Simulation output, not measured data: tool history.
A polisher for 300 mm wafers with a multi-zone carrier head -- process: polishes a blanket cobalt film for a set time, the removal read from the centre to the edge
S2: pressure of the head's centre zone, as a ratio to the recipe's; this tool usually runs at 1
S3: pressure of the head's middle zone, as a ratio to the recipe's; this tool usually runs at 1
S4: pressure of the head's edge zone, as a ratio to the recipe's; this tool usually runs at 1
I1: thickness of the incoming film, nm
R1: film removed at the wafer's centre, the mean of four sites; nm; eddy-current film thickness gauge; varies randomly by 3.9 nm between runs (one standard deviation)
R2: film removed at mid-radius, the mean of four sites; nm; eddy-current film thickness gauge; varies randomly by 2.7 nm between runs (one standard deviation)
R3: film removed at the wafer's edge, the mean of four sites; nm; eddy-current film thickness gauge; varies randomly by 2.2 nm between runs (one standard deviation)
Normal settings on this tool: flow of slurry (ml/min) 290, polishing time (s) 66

run 1 day=0 | flow_of_slurry_(ml/min)=290 S2=1 S3=1 S4=1 polishing_time_(s)=58 | I1=941.4 | R1=267.9 R2=275.1 R3=282
run 2 day=0.721 | flow_of_slurry_(ml/min)=290 S2=1 S3=1 S4=1 polishing_time_(s)=80 | I1=975 | R1=401.5 R2=397.2 R3=412.8
run 3 day=1.638 | flow_of_slurry_(ml/min)=245 S2=1 S3=1 S4=1 polishing_time_(s)=66 | I1=942.7 | R1=318.6 R2=323 R3=331.5
run 4 day=2.375 | flow_of_slurry_(ml/min)=245 S2=1 S3=1 S4=1 polishing_time_(s)=66 | I1=958.5 | R1=315.1 R2=319.8 R3=327.8
run 5 day=3.325 | flow_of_slurry_(ml/min)=290 S2=1 S3=1 S4=1 polishing_time_(s)=66 | I1=973.7 | R1=324.3 R2=329.9 R3=331.4
run 6 day=4.571 | flow_of_slurry_(ml/min)=290 S2=1 S3=1 S4=1 polishing_time_(s)=66 | I1=965 | R1=314.8 R2=317.5 R3=327.7
run 7 day=5.492 | flow_of_slurry_(ml/min)=290 S2=1 S3=1 S4=1 polishing_time_(s)=66 | I1=958.8 | R1=330 R2=331.2 R3=340.1
run 8 day=6.838 | flow_of_slurry_(ml/min)=390 S2=0.88 S3=1 S4=1.06 polishing_time_(s)=66 | I1=952.2 | R1=293.7 R2=334 R3=350.4
run 9 day=7.683 | flow_of_slurry_(ml/min)=290 S2=1 S3=1 S4=1 polishing_time_(s)=66 | I1=955.4 | R1=322.5 R2=328.9 R3=334.4
run 10 day=8.646 | flow_of_slurry_(ml/min)=290 S2=1 S3=1 S4=1 polishing_time_(s)=58 | I1=966.5 | R1=277.8 R2=280.1 R3=290.5
run 11 day=9.379 | flow_of_slurry_(ml/min)=290 S2=1 S3=1 S4=1 polishing_time_(s)=82 | I1=953.5 | R1=382.7 R2=392 R3=403.9
run 12 day=9.992 | flow_of_slurry_(ml/min)=290 S2=1 S3=1.12 S4=1 polishing_time_(s)=78 | I1=972.7 | R1=372.9 R2=411.3 R3=377.8
run 13 day=11.154 | flow_of_slurry_(ml/min)=200 S2=1.1 S3=1 S4=1.09 polishing_time_(s)=66 | I1=953.3 | R1=342.9 R2=309.3 R3=333.3
run 14 day=11.879 | flow_of_slurry_(ml/min)=225 S2=0.9 S3=1 S4=0.96 polishing_time_(s)=66 | I1=976.1 | R1=281.1 R2=315.4 R3=324.5
run 15 day=12.629 | flow_of_slurry_(ml/min)=290 S2=1 S3=1.06 S4=1 polishing_time_(s)=66 | I1=962.8 | R1=320.1 R2=341.5 R3=330.5
run 16 day=13.258 | flow_of_slurry_(ml/min)=255 S2=1 S3=1 S4=0.94 polishing_time_(s)=83 | I1=964.2 | R1=402.9 R2=401.3 R3=407.8
run 17 day=14.05 | flow_of_slurry_(ml/min)=290 S2=0.91 S3=0.94 S4=1.1 polishing_time_(s)=74 | I1=978.9 | R1=325.1 R2=346 R3=376
run 18 day=14.767 | flow_of_slurry_(ml/min)=290 S2=1 S3=1 S4=1 polishing_time_(s)=66 | I1=942.6 | R1=316.7 R2=316.6 R3=322.7
run 19 day=15.992 | flow_of_slurry_(ml/min)=290 S2=1 S3=1.11 S4=1.05 polishing_time_(s)=87 | I1=942.8 | R1=426.8 R2=469.4 R3=450.4
run 20 day=16.629 | flow_of_slurry_(ml/min)=345 S2=0.95 S3=1 S4=1 polishing_time_(s)=66 | I1=960.3 | R1=311.7 R2=333.1 R3=338.7
run 21 day=17.771 | flow_of_slurry_(ml/min)=325 S2=1.1 S3=0.95 S4=1 polishing_time_(s)=66 | I1=955.2 | R1=360.8 R2=319 R3=335
run 22 day=19.258 | flow_of_slurry_(ml/min)=325 S2=1.07 S3=1 S4=1.12 polishing_time_(s)=66 | I1=965.5 | R1=339.7 R2=323.5 R3=344

Not shown: 8 entries that the log had between the listed runs. Between which runs, and how does the tool's hidden state differ before and after?
From run 1 to run 2: worn pad replaced by a new one (day 0.7)
  removal rate lost through wear of the pad, %: 6.14 -> 0.651
  the result without the hidden state subtracted from the measured one, R1: -17.6 -> -2.6 nm; R2: -18 -> -2.6 nm; R3: -18.4 -> -2.7 nm
From run 3 to run 4: slurry nozzle cleaned (day 1.975)
  removal rate lost through wear of the pad, %: 0.85 -> 1.29
  the result without the hidden state subtracted from the measured one, R1: -2.7 -> -4.1 nm; R2: -2.8 -> -4.1 nm; R3: -2.9 -> -4.3 nm
From run 5 to run 6: edge zone pressure recalibrated (day 3.712)
  removal rate lost through wear of the pad, %: 2.21 -> 4.03
  the result without the hidden state subtracted from the measured one, R1: -7.3 -> -13.2 nm; R2: -7.4 -> -13.3 nm; R3: -7.5 -> -13.7 nm
From run 6 to run 7: worn pad replaced by a new one (day 5.308)
  removal rate lost through wear of the pad, %: 4.03 -> 0.301
  the result without the hidden state subtracted from the measured one, R1: -13.2 -> -1 nm; R2: -13.3 -> -1 nm; R3: -13.7 -> -1.1 nm
From run 11 to run 12: centre zone pressure recalibrated (day 9.692)
  removal rate lost through wear of the pad, %: 4.03 -> 5.24
  the result without the hidden state subtracted from the measured one, R1: -16 -> -20.6 nm; R2: -16.4 -> -22.7 nm; R3: -17 -> -20.9 nm
From run 12 to run 13: carrier head's membrane replaced by a new one (day 10.204); worn pad replaced by a new one (day 10.638)
  removal rate lost through wear of the pad, %: 5.24 -> 0.786
  the result without the hidden state subtracted from the measured one, R1: -20.6 -> -2.7 nm; R2: -22.7 -> -2.5 nm; R3: -20.9 -> -2.6 nm
From run 18 to run 19: worn pad replaced by a new one (day 15.7)
  removal rate lost through wear of the pad, %: 4.58 -> 0.94
  the result without the hidden state subtracted from the measured one, R1: -15.1 -> -4 nm; R2: -15.1 -> -4.4 nm; R3: -15.5 -> -4.3 nm
